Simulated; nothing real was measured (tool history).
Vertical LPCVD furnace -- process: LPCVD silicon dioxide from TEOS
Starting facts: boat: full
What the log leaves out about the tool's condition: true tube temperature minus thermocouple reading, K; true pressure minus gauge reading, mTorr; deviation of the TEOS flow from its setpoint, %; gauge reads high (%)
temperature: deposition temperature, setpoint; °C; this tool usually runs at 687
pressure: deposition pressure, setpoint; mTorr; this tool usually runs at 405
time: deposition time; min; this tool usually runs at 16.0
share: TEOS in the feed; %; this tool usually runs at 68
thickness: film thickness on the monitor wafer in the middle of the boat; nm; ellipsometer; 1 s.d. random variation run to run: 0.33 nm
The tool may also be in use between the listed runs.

run,hour,temperature,pressure,time,share,wafers since the last listed run,hours since the last temperature calibration,hours since the pressure gauge was zeroed,hours since the TEOS flow controller was replaced,hours since the gauge calibration,"read-back reference wafer on the same gauge, thickness",thickness
1,0.0,687,405,16.0,68,0,1655.9,1191.3,3205.1,247.4,85.74,96.89
2,23.3,687,405,16.0,68,254,1679.2,1214.6,3228.4,270.7,85.80,96.66
3,51.7,687,405,16.0,68,310,1707.6,1243.0,3256.8,299.1,85.85,96.55
4,67.1,687,405,16.0,68,168,1723.0,1258.4,3272.2,314.5,85.76,96.19
5,82.0,687,405,16.0,59,162,1737.9,1273.3,3287.1,329.4,85.83,90.18
6,103.9,687,405,16.0,59,239,1759.8,1295.2,3309.0,351.3,85.84,89.39
7,122.6,687,405,16.0,59,204,1778.5,1313.9,3327.7,370.0,85.75,89.78
8,142.4,687,405,14.0,68,216,1798.3,1333.7,3347.5,389.8,85.79,84.57
9,164.5,687,405,14.0,68,241,1820.4,1355.8,3369.6,411.9,85.86,84.64
10,198.0,687,405,12.0,68,366,1853.9,1389.3,3403.1,445.4,85.79,71.84
11,225.3,687,405,12.0,68,298,1881.2,1416.6,3430.4,472.7,85.70,72.70
12,247.7,687,405,12.0,68,244,1903.6,1439.0,3452.8,495.1,85.84,72.36
# hour 288.6: pressure gauge zeroed
13,289.1,687,405,16.0,73,190,1945.0,0.5,3494.2,536.5,85.84,99.15
14,302.8,698,445,20.0,79,149,1958.7,14.2,3507.9,550.2,85.77,174.90
15,320.2,695,405,13.0,80,190,1976.1,31.6,3525.3,567.6,85.72,101.11
16,354.1,687,360,18.5,74,370,2010.0,65.5,3559.2,601.5,85.75,107.77
17,384.0,687,370,16.0,79,326,2039.9,95.4,3589.1,631.4,85.74,98.01
18,415.0,687,405,21.5,61,338,2070.9,126.4,3620.1,662.4,85.74,121.45
# hour 463.8: thermocouples replaced and temperature profile calibrated
# hour 471.3: pressure gauge zeroed, repeated, since the last time left the tool worse
19,471.8,687,405,16.0,68,275,8.0,0.5,3676.9,719.2,85.75,98.36
20,484.0,696,350,10.0,81,133,20.2,12.7,3689.1,731.4,85.86,76.80
21,499.9,687,405,16.0,68,173,36.1,28.6,3705.0,747.3,85.74,98.25
22,512.7,687,405,11.5,68,139,48.9,41.4,3717.8,760.1,85.82,70.47
# hour 554.9: TEOS flow controller replaced
23,555.4,687,405,16.0,68,204,91.6,84.1,0.5,802.8,85.86,97.48
24,560.2,687,405,16.0,68,52,96.4,88.9,5.3,807.6,85.83,97.70
# hour 560.5: gauge calibrated
25,573.5,687,405,16.0,68,145,109.7,102.2,18.6,13.0,85.82,97.16
26,589.9,683,405,16.0,68,179,126.1,118.6,35.0,29.4,85.80,88.09
27,617.5,680,405,16.0,68,301,153.7,146.2,62.6,57.0,85.79,82.03
28,638.3,687,450,16.0,68,227,174.5,167.0,83.4,77.8,85.75,103.13
29,663.2,687,480,16.0,68,272,199.4,191.9,108.3,102.7,85.75,106.41
30,698.8,687,405,16.0,68,388,235.0,227.5,143.9,138.3,85.78,97.26
31,721.8,677,375,16.0,63,251,258.0,250.5,166.9,161.3,85.83,70.77
32,738.6,676,355,16.0,72,183,274.8,267.3,183.7,178.1,85.78,71.73

What the log doesn't show, run by run:
true tube temperature minus thermocouple reading, K: 0 across all the runs
deviation of the TEOS flow from its setpoint, %: 0 across all the runs
gauge reads high (%): 0 across all the runs
H1: true pressure minus gauge reading, mTorr
run,H1
1,-12.7
2,-12.7
3,-12.8
4,-12.9
5,-12.9
6,-13
7,-13
8,-13.1
9,-13.1
10,-13.2
11,-13.3
12,-13.3
13,-22.2
14,-22.5
15,-23
16,-23.8
17,-24.5
18,-25.2
19,-0.379
20,-0.7
21,-1.11
22,-1.43
23,-2.45
24,-2.56
25,-2.86
26,-3.22
27,-3.8
28,-4.22
29,-4.71
30,-5.36
31,-5.76
32,-6.05
